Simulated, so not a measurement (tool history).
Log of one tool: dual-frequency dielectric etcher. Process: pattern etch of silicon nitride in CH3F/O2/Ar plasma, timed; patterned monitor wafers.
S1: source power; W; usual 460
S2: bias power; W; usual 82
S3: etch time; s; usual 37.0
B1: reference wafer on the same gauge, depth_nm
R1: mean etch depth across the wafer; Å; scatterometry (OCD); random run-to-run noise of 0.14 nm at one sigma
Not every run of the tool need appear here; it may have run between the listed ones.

| run | hour | S1 | S2 | S3 | B1 | R1 |
|---|---|---|---|---|---|---|
| 1 | 0.0 | 460 | 82 | 31.0 | 24.69 | 241.7 |
| 2 | 46.2 | 460 | 82 | 31.0 | 24.67 | 244.2 |
| 3 | 132.6 | 460 | 82 | 37.0 | 24.71 | 292.0 |
| 4 | 181.4 | 460 | 82 | 37.0 | 24.68 | 295.6 |
|  | 205.5 | wet clean of the chamber |
| 5 | 213.2 | 460 | 76 | 41.0 | 24.72 | 295.5 |
| 6 | 274.3 | 460 | 76 | 41.0 | 24.68 | 298.8 |
| 7 | 308.5 | 460 | 82 | 31.5 | 24.70 | 241.5 |
| 8 | 367.7 | 460 | 82 | 37.0 | 24.70 | 283.3 |
| 9 | 430.5 | 460 | 82 | 37.0 | 24.70 | 285.8 |
| 10 | 499.6 | 460 | 92 | 28.5 | 24.72 | 235.3 |
| 11 | 530.3 | 460 | 99 | 37.0 | 24.71 | 317.6 |
| 12 | 583.2 | 410 | 69 | 40.0 | 24.72 | 268.4 |
| 13 | 632.4 | 460 | 82 | 28.5 | 24.71 | 224.0 |
| 14 | 687.5 | 390 | 93 | 43.0 | 24.69 | 334.2 |
| 15 | 751.3 | 460 | 92 | 29.0 | 24.70 | 245.5 |
|  | 816.9 | wet clean of the chamber |
|  | 830.9 | source power generator calibrated |
|  | 905.9 | bias power generator calibrated |
|  | 921.4 | upper electrode replaced, of another model than before |
| 16 | 952.8 | 390 | 97 | 27.5 | 24.75 | 212.0 |
| 17 | 997.0 | 460 | 91 | 48.0 | 24.68 | 404.1 |
| 18 | 1027.1 | 460 | 82 | 37.0 | 24.66 | 283.6 |
| 19 | 1066.9 | 550 | 68 | 27.5 | 24.70 | 197.5 |
| 20 | 1133.2 | 500 | 95 | 37.0 | 24.69 | 345.4 |
|  | 1167.2 | gauge calibrated |
| 21 | 1275.7 | 500 | 64 | 27.5 | 24.71 | 174.3 |
| 22 | 1327.6 | 570 | 88 | 37.0 | 24.68 | 359.6 |
| 23 | 1370.0 | 340 | 96 | 37.0 | 24.71 | 257.3 |
| 24 | 1398.4 | 350 | 66 | 37.0 | 24.72 | 179.1 |
| 25 | 1424.1 | 460 | 82 | 37.0 | 24.71 | 294.2 |
|  | 1451.5 | wet clean of the chamber |
| 26 | 1460.7 | 350 | 82 | 34.0 | 24.68 | 198.1 |
| 27 | 1512.0 | 460 | 97 | 37.0 | 24.68 | 319.8 |
| 28 | 1554.3 | 460 | 71 | 46.0 | 24.69 | 297.4 |
| 29 | 1608.6 | 390 | 82 | 47.5 | 24.70 | 310.6 |

Predict the results of run 30:
| 30 | 1652.3 | 460 | 102 | 27.0 | ? | ? |

Run 30 produced B1 24.65, R1 247.7 Å.
Minus the tool's unlogged condition, the same run would have read R1 244.5 Å.
